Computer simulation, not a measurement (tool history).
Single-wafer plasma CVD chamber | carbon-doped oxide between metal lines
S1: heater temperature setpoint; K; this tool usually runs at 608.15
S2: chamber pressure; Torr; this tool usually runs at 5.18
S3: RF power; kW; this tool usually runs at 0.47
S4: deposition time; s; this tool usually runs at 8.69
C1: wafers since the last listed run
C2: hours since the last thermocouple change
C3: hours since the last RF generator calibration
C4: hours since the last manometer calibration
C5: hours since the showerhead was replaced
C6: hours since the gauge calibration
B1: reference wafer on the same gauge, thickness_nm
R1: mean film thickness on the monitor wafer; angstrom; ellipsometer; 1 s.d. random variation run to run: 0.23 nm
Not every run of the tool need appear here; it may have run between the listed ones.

run,hour,S1,S2,S3,S4,C1,C2,C3,C4,C5,C6,B1,R1
1,0,608.15,5.18,0.47,7.91,0,1942,1613.7,2062.6,5691.5,120.5,45.946,429.73
2,18.8,608.15,5.18,0.47,7.91,655,1960.8,1632.5,2081.4,5710.3,139.3,45.867,429.8
3,34.5,608.15,5.18,0.47,9.69,547,1976.5,1648.2,2097.1,5726,155,45.897,520.07
4,52,608.15,5.18,0.54,8.69,610,1994,1665.7,2114.6,5743.5,172.5,45.918,513.21
5,87.4,608.15,5.18,0.54,8.69,1234,2029.4,1701.1,2150,5778.9,207.9,45.94,511.95
6,108.1,608.15,5.18,0.54,8.69,721,2050.1,1721.8,2170.7,5799.6,228.6,45.876,512.26
7,140.1,608.15,5.18,0.44,8.69,1116,2082.1,1753.8,2202.7,5831.6,260.6,45.915,446.57
8,174.1,608.15,5.18,0.44,8.69,1185,2116.1,1787.8,2236.7,5865.6,294.6,45.886,449.92
9,193.6,608.15,5.18,0.44,8.69,680,2135.6,1807.3,2256.2,5885.1,314.1,45.935,449.5
# hour 225.4: capacitance manometer re-zeroed and calibrated
10,225.9,608.15,5.18,0.47,8.69,847,2167.9,1839.6,0.5,5917.4,346.4,45.805,465.64
# hour 252.7: RF generator calibrated
11,253.2,594.15,5.9,0.425,9.76,673,2195.2,0.5,27.8,5944.7,373.7,45.913,550.12
12,275.2,617.15,6.28,0.535,9.63,767,2217.2,22.5,49.8,5966.7,395.7,45.863,583.22
13,298.5,608.15,4.26,0.47,8.69,812,2240.5,45.8,73.1,5990,419,45.829,482.51
# hour 315.8: showerhead replaced
14,327.6,615.15,5.18,0.5,8.69,735,2269.6,74.9,102.2,11.8,448.1,45.838,498.66
15,362.7,602.15,5.18,0.52,8.69,1224,2304.7,110,137.3,46.9,483.2,45.963,529.33

What does the tool deliver on the next run?
16,398.4,608.15,4.69,0.535,8.69,1245,2340.4,145.7,173,82.6,518.9,?,?

B1: 45.833
R1: 522.86 angstrom
Without the tool's hidden state the same run would have given R1 526.3 angstrom.
